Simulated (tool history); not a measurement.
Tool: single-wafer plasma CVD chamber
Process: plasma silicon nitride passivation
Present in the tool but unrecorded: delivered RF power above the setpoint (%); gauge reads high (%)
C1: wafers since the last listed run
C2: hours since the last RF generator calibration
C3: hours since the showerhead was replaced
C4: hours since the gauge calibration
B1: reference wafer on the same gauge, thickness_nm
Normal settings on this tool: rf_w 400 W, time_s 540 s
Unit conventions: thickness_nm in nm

Run 1, hour 0.0: usual settings; C1 0; C2 696.3; C3 1928.3; C4 281.9; B1 865.152. Result: thickness_nm 734.526 nm.
Run 2, hour 199.1: usual settings; C1 555; C2 895.4; C3 2127.4; C4 481.0; B1 866.326. Result: thickness_nm 732.338 nm.
Run 3, hour 275.4: usual settings; C1 212; C2 971.7; C3 2203.7; C4 557.3; B1 866.356. Result: thickness_nm 732.222 nm.
Run 4, hour 317.2: usual settings; C1 116; C2 1013.5; C3 2245.5; C4 599.1; B1 866.998. Result: thickness_nm 737.141 nm.
Run 5, hour 384.1: usual settings; C1 186; C2 1080.4; C3 2312.4; C4 666.0; B1 866.239. Result: thickness_nm 734.286 nm.
Run 6, hour 465.5: usual settings; C1 226; C2 1161.8; C3 2393.8; C4 747.4; B1 865.833. Result: thickness_nm 730.320 nm.
Run 7, hour 572.1: usual settings; C1 297; C2 1268.4; C3 2500.4; C4 854.0; B1 866.145. Result: thickness_nm 732.987 nm.
Run 8, hour 668.6: usual settings; C1 269; C2 1364.9; C3 2596.9; C4 950.5; B1 865.605. Result: thickness_nm 729.785 nm.
Run 9, hour 721.3: usual settings but rf_w 365 W, time_s 584 s; C1 146; C2 1417.6; C3 2649.6; C4 1003.2; B1 866.095. Result: thickness_nm 767.581 nm.
Run 10, hour 825.7: usual settings but rf_w 365 W, time_s 584 s; C1 291; C2 1522.0; C3 2754.0; C4 1107.6; B1 865.504. Result: thickness_nm 764.561 nm.
Run 11, hour 931.1: usual settings but rf_w 365 W, time_s 584 s; C1 293; C2 1627.4; C3 2859.4; C4 1213.0; B1 865.837. Result: thickness_nm 764.038 nm.
Run 12, hour 1037.7: usual settings; C1 297; C2 1734.0; C3 2966.0; C4 1319.6; B1 866.115. Result: thickness_nm 725.424 nm.
Run 13, hour 1107.4: usual settings; C1 194; C2 1803.7; C3 3035.7; C4 1389.3; B1 866.095. Result: thickness_nm 722.707 nm.
Run 14, hour 1204.2: usual settings but rf_w 430 W; C1 269; C2 1900.5; C3 3132.5; C4 1486.1; B1 865.611. Result: thickness_nm 740.809 nm.
Run 15, hour 1248.6: usual settings but rf_w 430 W; C1 123; C2 1944.9; C3 3176.9; C4 1530.5; B1 865.905. Result: thickness_nm 738.732 nm.
Run 16, hour 1324.8: usual settings; C1 212; C2 2021.1; C3 3253.1; C4 1606.7; B1 866.165. Result: thickness_nm 716.450 nm.
At hour 1401.7: gauge calibrated.
Run 17, hour 1411.5: usual settings but rf_w 325 W, time_s 467 s; C1 241; C2 2107.8; C3 3339.8; C4 9.8; B1 865.579. Result: thickness_nm 580.759 nm.
At hour 1485.5: showerhead replaced.
Run 18, hour 1486.0: usual settings but time_s 604 s; C1 185; C2 2182.3; C3 0.5; C4 84.3; B1 865.692. Result: thickness_nm 803.493 nm.
Run 19, hour 1555.3: usual settings but rf_w 355 W, time_s 588 s; C1 193; C2 2251.6; C3 69.8; C4 153.6; B1 866.314. Result: thickness_nm 751.916 nm.
At hour 1597.9: RF generator calibrated.
Run 20, hour 1626.5: usual settings but time_s 643 s; C1 176; C2 28.6; C3 141.0; C4 224.8; B1 866.016. Result: thickness_nm 875.337 nm.
Run 21, hour 1725.4: usual settings but rf_w 365 W, time_s 461 s; C1 275; C2 127.5; C3 239.9; C4 323.7; B1 865.368. Result: thickness_nm 612.925 nm.
Run 22, hour 1800.4: usual settings; C1 209; C2 202.5; C3 314.9; C4 398.7; B1 866.284. Result: thickness_nm 740.213 nm.
Run 23, hour 1866.2: usual settings but rf_w 475 W, time_s 596 s; C1 183; C2 268.3; C3 380.7; C4 464.5; B1 865.540. Result: thickness_nm 859.662 nm.
Run 24, hour 1909.9: usual settings but time_s 628 s; C1 121; C2 312.0; C3 424.4; C4 508.2; B1 866.301. Result: thickness_nm 857.575 nm.
Run 25, hour 2009.4: usual settings; C1 277; C2 411.5; C3 523.9; C4 607.7; B1 866.007. Result: thickness_nm 733.849 nm.
Run 26, hour 2098.2: usual settings but rf_w 480 W, time_s 498 s; C1 247; C2 500.3; C3 612.7; C4 696.5; B1 866.180. Result: thickness_nm 718.727 nm.
Run 27, hour 2180.0: usual settings but time_s 623 s; C1 228; C2 582.1; C3 694.5; C4 778.3; B1 865.765. Result: thickness_nm 854.926 nm.
Run 28, hour 2245.1: usual settings but rf_w 370 W, time_s 604 s; C1 181; C2 647.2; C3 759.6; C4 843.4; B1 865.492. Result: thickness_nm 804.698 nm.
Run 29, hour 2345.6: usual settings but rf_w 440 W, time_s 509 s; C1 280; C2 747.7; C3 860.1; C4 943.9; B1 866.085. Result: thickness_nm 713.806 nm.
Run 30, hour 2414.8: usual settings; C1 192; C2 816.9; C3 929.3; C4 1013.1; B1 866.454. Result: thickness_nm 736.339 nm.
Run 31, hour 2507.0: usual settings but rf_w 435 W, time_s 616 s; C1 257; C2 909.1; C3 1021.5; C4 1105.3; B1 865.680. Result: thickness_nm 859.221 nm.

Across each entry between runs, compare the hidden state at the last listed run before it with the hidden state at the first listed run after it:
Runs 16 to 17: gauge calibrated (hour 1401.7)
  delivered RF power above the setpoint (%): -7.85 -> -8.54
  measured value less the no-hidden-state value, thickness_nm: -18.562 -> -16.445 nm
Runs 17 to 18: showerhead replaced (hour 1485.5)
  delivered RF power above the setpoint (%): -8.54 -> -9.15
  measured value less the no-hidden-state value, thickness_nm: -16.445 -> -24.495 nm
Runs 19 to 20: RF generator calibrated (hour 1597.9)
  delivered RF power above the setpoint (%): -9.74 -> -0.362
  measured value less the no-hidden-state value, thickness_nm: -24.507 -> -0.990 nm
